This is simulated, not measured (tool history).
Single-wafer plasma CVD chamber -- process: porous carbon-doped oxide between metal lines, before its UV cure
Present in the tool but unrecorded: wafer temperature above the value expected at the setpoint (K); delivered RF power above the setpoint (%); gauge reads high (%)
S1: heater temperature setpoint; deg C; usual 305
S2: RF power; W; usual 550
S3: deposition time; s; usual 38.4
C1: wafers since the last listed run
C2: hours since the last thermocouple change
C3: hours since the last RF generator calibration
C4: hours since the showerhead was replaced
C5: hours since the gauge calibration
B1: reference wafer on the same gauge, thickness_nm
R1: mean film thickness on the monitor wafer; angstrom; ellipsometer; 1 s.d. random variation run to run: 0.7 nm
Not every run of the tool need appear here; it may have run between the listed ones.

{"run": 1, "hour": 0.0, "S1": 305, "S2": 550, "S3": 38.4, "C1": 0, "C2": 846.6, "C3": 299.5, "C4": 2165.9, "C5": 129.0, "B1": 234.119, "R1": 2172.1}
{"run": 2, "hour": 90.4, "S1": 305, "S2": 550, "S3": 38.4, "C1": 2639, "C2": 937.0, "C3": 389.9, "C4": 2256.3, "C5": 219.4, "B1": 233.894, "R1": 2161.32}
{"run": 3, "hour": 152.6, "S1": 305, "S2": 550, "S3": 38.4, "C1": 1816, "C2": 999.2, "C3": 452.1, "C4": 2318.5, "C5": 281.6, "B1": 233.789, "R1": 2158.96}
{"run": 4, "hour": 196.3, "S1": 305, "S2": 550, "S3": 38.4, "C1": 1275, "C2": 1042.9, "C3": 495.8, "C4": 2362.2, "C5": 325.3, "B1": 234.024, "R1": 2172.74}
{"hour": 262.3, "done": "thermocouple changed; heater temperature recalibrated"}
{"run": 5, "hour": 267.2, "S1": 305, "S2": 550, "S3": 38.4, "C1": 1836, "C2": 4.9, "C3": 566.7, "C4": 2433.1, "C5": 396.2, "B1": 233.938, "R1": 2158.43}
{"run": 6, "hour": 314.3, "S1": 305, "S2": 470, "S3": 34.0, "C1": 1375, "C2": 52.0, "C3": 613.8, "C4": 2480.2, "C5": 443.3, "B1": 234.013, "R1": 1713.46}
{"run": 7, "hour": 367.7, "S1": 305, "S2": 470, "S3": 34.0, "C1": 1559, "C2": 105.4, "C3": 667.2, "C4": 2533.6, "C5": 496.7, "B1": 233.941, "R1": 1712.36}
{"run": 8, "hour": 471.0, "S1": 305, "S2": 550, "S3": 38.4, "C1": 3016, "C2": 208.7, "C3": 770.5, "C4": 2636.9, "C5": 600.0, "B1": 233.815, "R1": 2183.8}
{"hour": 511.6, "done": "RF generator calibrated"}
{"run": 9, "hour": 558.5, "S1": 305, "S2": 550, "S3": 38.4, "C1": 2321, "C2": 296.2, "C3": 46.9, "C4": 2724.4, "C5": 687.5, "B1": 233.99, "R1": 2167.86}
{"run": 10, "hour": 651.5, "S1": 305, "S2": 550, "S3": 38.4, "C1": 2715, "C2": 389.2, "C3": 139.9, "C4": 2817.4, "C5": 780.5, "B1": 234.184, "R1": 2168.86}
{"run": 11, "hour": 703.3, "S1": 305, "S2": 550, "S3": 38.4, "C1": 1512, "C2": 441.0, "C3": 191.7, "C4": 2869.2, "C5": 832.3, "B1": 233.859, "R1": 2163.01}
{"hour": 776.2, "done": "showerhead replaced"}
{"run": 12, "hour": 806.2, "S1": 309, "S2": 465, "S3": 38.4, "C1": 2770, "C2": 543.9, "C3": 294.6, "C4": 30.0, "C5": 935.2, "B1": 234.102, "R1": 1871.19}
{"run": 13, "hour": 883.4, "S1": 309, "S2": 465, "S3": 38.4, "C1": 2254, "C2": 621.1, "C3": 371.8, "C4": 107.2, "C5": 1012.4, "B1": 233.936, "R1": 1874.12}
{"run": 14, "hour": 969.4, "S1": 309, "S2": 465, "S3": 38.4, "C1": 2510, "C2": 707.1, "C3": 457.8, "C4": 193.2, "C5": 1098.4, "B1": 233.915, "R1": 1870.02}
{"run": 15, "hour": 1059.9, "S1": 315, "S2": 550, "S3": 38.4, "C1": 2642, "C2": 797.6, "C3": 548.3, "C4": 283.7, "C5": 1188.9, "B1": 234.054, "R1": 2061.99}
{"run": 16, "hour": 1118.5, "S1": 320, "S2": 550, "S3": 41.9, "C1": 1710, "C2": 856.2, "C3": 606.9, "C4": 342.3, "C5": 1247.5, "B1": 234.026, "R1": 2184.38}
{"hour": 1163.0, "done": "gauge calibrated"}
{"run": 17, "hour": 1218.4, "S1": 294, "S2": 610, "S3": 38.4, "C1": 2916, "C2": 956.1, "C3": 706.8, "C4": 442.2, "C5": 55.4, "B1": 234.033, "R1": 2488.55}
{"run": 18, "hour": 1274.7, "S1": 312, "S2": 580, "S3": 33.4, "C1": 1643, "C2": 1012.4, "C3": 763.1, "C4": 498.5, "C5": 111.7, "B1": 234.051, "R1": 1893.41}
{"hour": 1328.3, "done": "thermocouple changed; heater temperature recalibrated"}
{"run": 19, "hour": 1365.1, "S1": 294, "S2": 440, "S3": 41.8, "C1": 2405, "C2": 36.8, "C3": 853.5, "C4": 588.9, "C5": 202.1, "B1": 234.174, "R1": 2111.41}
{"hour": 1415.1, "done": "RF generator calibrated"}
{"run": 20, "hour": 1415.6, "S1": 309, "S2": 465, "S3": 38.4, "C1": 1240, "C2": 87.3, "C3": 0.5, "C4": 639.4, "C5": 252.6, "B1": 233.86, "R1": 1866.34}
{"run": 21, "hour": 1463.1, "S1": 305, "S2": 470, "S3": 35.7, "C1": 1386, "C2": 134.8, "C3": 48.0, "C4": 686.9, "C5": 300.1, "B1": 233.895, "R1": 1791.74}

Run 22 is up next; what results do you expect?
{"run": 22, "hour": 1509.8, "S1": 301, "S2": 630, "S3": 45.8, "C1": 1363, "C2": 181.5, "C3": 94.7, "C4": 733.6, "C5": 346.8, "B1": "?", "R1": "?"}

{"run 22": {"B1": 234.253, "R1": 2919.51}}
Minus the tool's unlogged condition, the same run would have read R1 2919.51 angstrom.

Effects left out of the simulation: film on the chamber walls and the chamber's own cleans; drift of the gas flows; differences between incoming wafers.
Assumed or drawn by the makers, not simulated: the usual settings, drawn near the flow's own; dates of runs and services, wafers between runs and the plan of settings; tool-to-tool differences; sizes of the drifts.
